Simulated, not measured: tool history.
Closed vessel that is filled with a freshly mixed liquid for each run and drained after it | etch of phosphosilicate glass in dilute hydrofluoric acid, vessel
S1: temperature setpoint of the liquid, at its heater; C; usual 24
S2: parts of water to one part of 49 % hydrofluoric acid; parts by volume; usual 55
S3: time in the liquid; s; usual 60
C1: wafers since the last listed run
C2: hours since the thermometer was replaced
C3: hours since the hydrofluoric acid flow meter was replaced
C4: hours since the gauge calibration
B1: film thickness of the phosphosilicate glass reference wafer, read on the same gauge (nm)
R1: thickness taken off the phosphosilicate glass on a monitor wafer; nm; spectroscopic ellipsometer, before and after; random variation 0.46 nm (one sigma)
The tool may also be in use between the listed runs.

Run 1, hour 0: usual settings; C1 0; C2 876; C3 643.9; C4 2105.6; B1 131.93. Result: R1 80.42 nm.
Run 2, hour 39.5: usual settings; C1 5463; C2 915.5; C3 683.4; C4 2145.1; B1 131.94. Result: R1 79.31 nm.
Run 3, hour 143: usual settings; C1 14316; C2 1019; C3 786.9; C4 2248.6; B1 132.06. Result: R1 79.58 nm.
Run 4, hour 225.5: usual settings; C1 11411; C2 1101.5; C3 869.4; C4 2331.1; B1 132.11. Result: R1 78.76 nm.
Run 5, hour 326.1: usual settings; C1 13915; C2 1202.1; C3 970; C4 2431.7; B1 132.19. Result: R1 79.28 nm.
Run 6, hour 414.2: usual settings; C1 12186; C2 1290.2; C3 1058.1; C4 2519.8; B1 132.3. Result: R1 79.24 nm.
Run 7, hour 452.6: usual settings; C1 5311; C2 1328.6; C3 1096.5; C4 2558.2; B1 132.34. Result: R1 79.34 nm.
Run 8, hour 521.7: usual settings but S2 80 parts by volume, S3 45 s; C1 9558; C2 1397.7; C3 1165.6; C4 2627.3; B1 132.36. Result: R1 39.7 nm.
Run 9, hour 608.1: usual settings but S2 80 parts by volume, S3 45 s; C1 11951; C2 1484.1; C3 1252; C4 2713.7; B1 132.44. Result: R1 39.71 nm.
At hour 619.6: hydrofluoric acid flow meter replaced.
Run 10, hour 843.1: usual settings but S2 80 parts by volume, S3 45 s; C1 32368; C2 1719.1; C3 223.5; C4 2948.7; B1 132.68. Result: R1 40.02 nm.
Run 11, hour 896.7: usual settings but S1 19.5 C, S2 80 parts by volume; C1 7414; C2 1772.7; C3 277.1; C4 3002.3; B1 132.71. Result: R1 44.05 nm.
Run 12, hour 998.8: usual settings; C1 14123; C2 1874.8; C3 379.2; C4 3104.4; B1 132.8. Result: R1 79.88 nm.
Run 13, hour 1042: usual settings but S1 29 C, S2 70 parts by volume, S3 30 s; C1 5975; C2 1918; C3 422.4; C4 3147.6; B1 132.82. Result: R1 37.15 nm.
Run 14, hour 1144: usual settings but S2 75 parts by volume, S3 70 s; C1 14109; C2 2020; C3 524.4; C4 3249.6; B1 132.92. Result: R1 66.25 nm.
Run 15, hour 1246.3: usual settings but S3 45 s; C1 14150; C2 2122.3; C3 626.7; C4 3351.9; B1 133.01. Result: R1 60.28 nm.
Run 16, hour 1329.8: usual settings; C1 11550; C2 2205.8; C3 710.2; C4 3435.4; B1 133.14. Result: R1 79.75 nm.
Run 17, hour 1583: usual settings but S2 30 parts by volume; C1 35024; C2 2459; C3 963.4; C4 3688.6; B1 133.31. Result: R1 152.47 nm.
Run 18, hour 1664: usual settings but S1 19.5 C, S2 80 parts by volume; C1 11204; C2 2540; C3 1044.4; C4 3769.6; B1 133.41. Result: R1 43.92 nm.
Run 19, hour 1744.4: usual settings but S1 19.5 C, S2 30 parts by volume; C1 11121; C2 2620.4; C3 1124.8; C4 3850; B1 133.46. Result: R1 125.82 nm.
At hour 1753.4: thermometer replaced.
Run 20, hour 1819.2: usual settings but S1 27 C, S2 80 parts by volume; C1 10208; C2 65.8; C3 1199.6; C4 3924.8; B1 133.54. Result: R1 60.32 nm.
At hour 1880.5: hydrofluoric acid flow meter replaced.
Run 21, hour 1914.3: usual settings but S2 65 parts by volume; C1 13016; C2 160.9; C3 33.8; C4 4019.9; B1 133.58. Result: R1 67.13 nm.
Run 22, hour 2018: usual settings but S2 70 parts by volume, S3 85 s; C1 14344; C2 264.6; C3 137.5; C4 4123.6; B1 133.7. Result: R1 87.76 nm.
Run 23, hour 2102.1: usual settings; C1 11633; C2 348.7; C3 221.6; C4 4207.7; B1 133.78. Result: R1 80.65 nm.
At hour 2141.1: gauge calibrated.
Run 24, hour 2175.3: usual settings; C1 10125; C2 421.9; C3 294.8; C4 34.2; B1 129.55. Result: R1 77.98 nm.
Run 25, hour 2243.4: usual settings but S1 28.5 C, S2 80 parts by volume, S3 40 s; C1 9420; C2 490; C3 362.9; C4 102.3; B1 129.58. Result: R1 41.01 nm.
Run 26, hour 2310.4: usual settings; C1 9267; C2 557; C3 429.9; C4 169.3; B1 129.67. Result: R1 78.05 nm.
Run 27, hour 2350.4: usual settings but S1 28 C, S2 70 parts by volume, S3 85 s; C1 5533; C2 597; C3 469.9; C4 209.3; B1 129.74. Result: R1 99.15 nm.
Run 28, hour 2442.4: usual settings but S1 26.5 C, S2 70 parts by volume; C1 12726; C2 689; C3 561.9; C4 301.3; B1 129.79. Result: R1 66.47 nm.
Run 29, hour 2486.7: usual settings but S2 80 parts by volume, S3 40 s; C1 6127; C2 733.3; C3 606.2; C4 345.6; B1 129.83. Result: R1 34.44 nm.
Run 30, hour 2786: usual settings but S1 19.5 C; C1 41401; C2 1032.6; C3 905.5; C4 644.9; B1 130.08. Result: R1 64.9 nm.
Run 31, hour 2883.2: usual settings but S1 28 C, S2 70 parts by volume, S3 85 s; C1 13445; C2 1129.8; C3 1002.7; C4 742.1; B1 130.14. Result: R1 100.16 nm.
Run 32, hour 2988.4: usual settings but S1 29 C, S2 35 parts by volume, S3 75 s; C1 14551; C2 1235; C3 1107.9; C4 847.3; B1 130.29. Result: R1 193.95 nm.

Forecast each of these 4 alternatives for the next run:
Run A, hour 2989.1: usual settings but S3 85 s; C1 96; C2 1235.7; C3 1108.6; C4 848; B1 ?. Result: R1 ?.
Run B, hour 2989.1: usual settings but S1 20 C; C1 96; C2 1235.7; C3 1108.6; C4 848; B1 ?. Result: R1 ?.
Run C, hour 2989.1: usual settings but S3 50 s; C1 96; C2 1235.7; C3 1108.6; C4 848; B1 ?. Result: R1 ?.
Run D, hour 2989.1: usual settings but S1 21 C, S2 70 parts by volume, S3 75 s; C1 96; C2 1235.7; C3 1108.6; C4 848; B1 ?. Result: R1 ?.

run      B1      R1
  A  130.25  110.28
  B  130.25    65.9
  C  130.25   64.87
  D  130.25   66.29
Without the tool's hidden state the same runs would have given:
run      R1
  A  110.06
  B   65.76
  C   64.74
  D   66.16
